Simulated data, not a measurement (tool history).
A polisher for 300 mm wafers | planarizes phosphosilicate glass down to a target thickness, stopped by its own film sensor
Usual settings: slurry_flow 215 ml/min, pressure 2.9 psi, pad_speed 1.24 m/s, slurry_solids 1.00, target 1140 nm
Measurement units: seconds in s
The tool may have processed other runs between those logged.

run,hour,slurry_flow,pressure,pad_speed,slurry_solids,target,"incoming thickness of the incoming film, nm",seconds
1,0.0,215,2.9,1.24,1.00,1140,2344.4,126.2
# hour 28.4: slurry nozzle cleaned
2,59.9,215,2.9,1.24,1.00,1140,2362.2,130.4
# hour 122.0: worn pad replaced by a new one
3,124.6,215,2.9,1.24,1.00,1140,2349.2,112.9
4,192.0,215,2.9,1.24,1.00,1140,2368.1,118.1
# hour 196.4: slurry blender recalibrated
5,250.4,215,2.9,1.24,1.00,1140,2361.2,119.7
6,290.2,215,2.9,1.24,1.00,1140,2336.3,122.7
# hour 313.0: conditioning disc replaced and pad reconditioned
7,337.0,215,2.9,1.24,1.00,1140,2365.4,127.9
8,363.7,150,2.9,1.00,1.20,1140,2372.9,155.8
9,412.7,215,2.9,1.24,1.00,1140,2335.0,128.2
# hour 446.6: slurry nozzle cleaned
# hour 452.5: worn pad replaced by a new one, of another model than before
10,464.0,145,2.9,1.24,1.00,1140,2359.1,119.2
# hour 485.2: slurry blender recalibrated
11,501.6,215,2.9,1.24,1.00,1140,2349.6,117.2
12,533.9,215,3.7,1.24,1.00,922,2315.7,117.2
13,572.6,265,3.7,1.62,1.00,1140,2351.3,89.6
# hour 599.7: head pressure recalibrated
14,617.5,215,2.9,1.24,1.00,1140,2357.8,124.0
15,655.1,250,3.3,1.04,1.25,1140,2352.9,115.3
16,707.2,215,2.9,1.24,1.00,1140,2300.2,122.6
# hour 728.4: worn pad replaced by a new one
# hour 745.4: conditioning disc replaced and pad reconditioned
# hour 746.7: slurry blender recalibrated
17,754.1,280,2.1,0.82,1.00,1252,2337.2,155.1
18,805.1,145,3.7,1.60,1.00,906,2384.7,106.4
# hour 817.3: slurry nozzle cleaned
19,857.3,215,2.9,1.24,0.85,1140,2365.9,132.6
20,927.1,215,2.9,1.52,0.70,1140,2387.4,134.6
21,953.9,150,2.9,1.00,1.20,1140,2380.7,141.3
22,1001.2,215,2.9,1.24,1.00,1140,2338.4,131.9
# hour 1007.6: worn pad replaced by a new one
# hour 1015.3: slurry blender recalibrated
23,1071.5,215,2.6,1.04,1.20,1464,2372.8,95.4
24,1111.7,240,2.9,1.24,1.25,766,2358.3,145.7

Run-by-run hidden state of the tool:
slurry flow missing at the pad, %: 0, the same for each run
deviation of the head's pressure from its setpoint, %: 0, the same for each run
abrasive missing from the slurry, %: 0, the same for each run
time polished since the conditioner stopped cutting, s: 0, the same for each run
H1: removal rate lost through wear of the pad, %
run,H1
1,9.28
2,12.2
3,0.336
4,3.59
5,6.41
6,8.33
7,10.6
8,11.9
9,14.2
10,1.96
11,3.78
12,5.34
13,7.2
14,9.37
15,11.2
16,13.7
17,2.05
18,4.51
19,7.03
20,10.4
21,11.7
22,14
23,4.47
24,6.41

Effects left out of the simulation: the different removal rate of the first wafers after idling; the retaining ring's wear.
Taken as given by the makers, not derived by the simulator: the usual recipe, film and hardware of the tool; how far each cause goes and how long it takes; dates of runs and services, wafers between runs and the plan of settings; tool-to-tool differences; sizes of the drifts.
